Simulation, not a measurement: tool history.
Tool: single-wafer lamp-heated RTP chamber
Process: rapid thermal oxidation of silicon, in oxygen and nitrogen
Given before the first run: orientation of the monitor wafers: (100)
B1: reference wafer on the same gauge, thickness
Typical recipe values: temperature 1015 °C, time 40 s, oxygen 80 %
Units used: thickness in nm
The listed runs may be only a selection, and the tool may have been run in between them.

{"run": 1, "day": 0.0, "temperature": 1015, "time": 40, "oxygen": 80, "B1": 6.57, "thickness": 5.882}
{"run": 2, "day": 0.254, "temperature": 1015, "time": 40, "oxygen": 80, "B1": 6.569, "thickness": 5.854}
{"run": 3, "day": 0.596, "temperature": 1015, "time": 40, "oxygen": 80, "B1": 6.569, "thickness": 5.88}
{"run": 4, "day": 1.346, "temperature": 1015, "time": 40, "oxygen": 80, "B1": 6.571, "thickness": 5.911}
{"run": 5, "day": 1.933, "temperature": 1015, "time": 40, "oxygen": 80, "B1": 6.571, "thickness": 5.89}
{"run": 6, "day": 2.625, "temperature": 1015, "time": 40, "oxygen": 80, "B1": 6.57, "thickness": 5.901}
{"run": 7, "day": 2.942, "temperature": 1015, "time": 40, "oxygen": 80, "B1": 6.572, "thickness": 5.922}
{"run": 8, "day": 3.588, "temperature": 1015, "time": 40, "oxygen": 80, "B1": 6.566, "thickness": 5.926}
{"run": 9, "day": 4.042, "temperature": 1015, "time": 40, "oxygen": 80, "B1": 6.576, "thickness": 5.922}
{"day": 4.417, "done": "pyrometer window cleaned and pyrometer calibrated"}
{"run": 10, "day": 5.171, "temperature": 1015, "time": 40, "oxygen": 80, "B1": 6.571, "thickness": 6.126}
{"run": 11, "day": 5.779, "temperature": 1015, "time": 29, "oxygen": 71, "B1": 6.572, "thickness": 5.162}
{"run": 12, "day": 6.408, "temperature": 1042, "time": 40, "oxygen": 80, "B1": 6.569, "thickness": 7.433}
{"day": 6.888, "done": "pyrometer window cleaned and pyrometer calibrated, repeated, since the last time left the tool worse"}
{"run": 13, "day": 7.117, "temperature": 988, "time": 57, "oxygen": 70, "B1": 6.57, "thickness": 5.171}
{"run": 14, "day": 7.404, "temperature": 1015, "time": 40, "oxygen": 80, "B1": 6.566, "thickness": 5.655}
{"day": 7.762, "done": "gauge calibrated"}
{"day": 8.079, "done": "oxygen flow controller replaced"}
{"run": 15, "day": 8.1, "temperature": 1042, "time": 40, "oxygen": 80, "B1": 6.57, "thickness": 6.818}
{"run": 16, "day": 8.325, "temperature": 1004, "time": 48, "oxygen": 89, "B1": 6.573, "thickness": 5.871}
{"run": 17, "day": 9.4, "temperature": 994, "time": 24, "oxygen": 71, "B1": 6.568, "thickness": 3.879}
{"run": 18, "day": 9.775, "temperature": 989, "time": 28, "oxygen": 91, "B1": 6.576, "thickness": 4.274}
{"run": 19, "day": 10.067, "temperature": 1015, "time": 40, "oxygen": 80, "B1": 6.574, "thickness": 5.663}
{"run": 20, "day": 10.458, "temperature": 1015, "time": 40, "oxygen": 80, "B1": 6.565, "thickness": 5.698}
{"run": 21, "day": 10.712, "temperature": 1015, "time": 40, "oxygen": 67, "B1": 6.568, "thickness": 5.345}

Predict each of these 3 candidate next runs independently; none follows another, all start after run 21:
{"run": "A", "day": 10.729, "temperature": 1015, "time": 40, "oxygen": 80, "B1": "?", "thickness": "?"}
{"run": "B", "day": 10.729, "temperature": 997, "time": 40, "oxygen": 90, "B1": "?", "thickness": "?"}
{"run": "C", "day": 10.729, "temperature": 1004, "time": 31, "oxygen": 72, "B1": "?", "thickness": "?"}

run=A B1=6.568 thickness=5.681
run=B B1=6.568 thickness=5.208
run=C B1=6.568 thickness=4.577
Stripped of hidden state, with their random variation kept, the same runs would have yielded:
run=A thickness=5.626
run=B thickness=5.157
run=C thickness=4.534

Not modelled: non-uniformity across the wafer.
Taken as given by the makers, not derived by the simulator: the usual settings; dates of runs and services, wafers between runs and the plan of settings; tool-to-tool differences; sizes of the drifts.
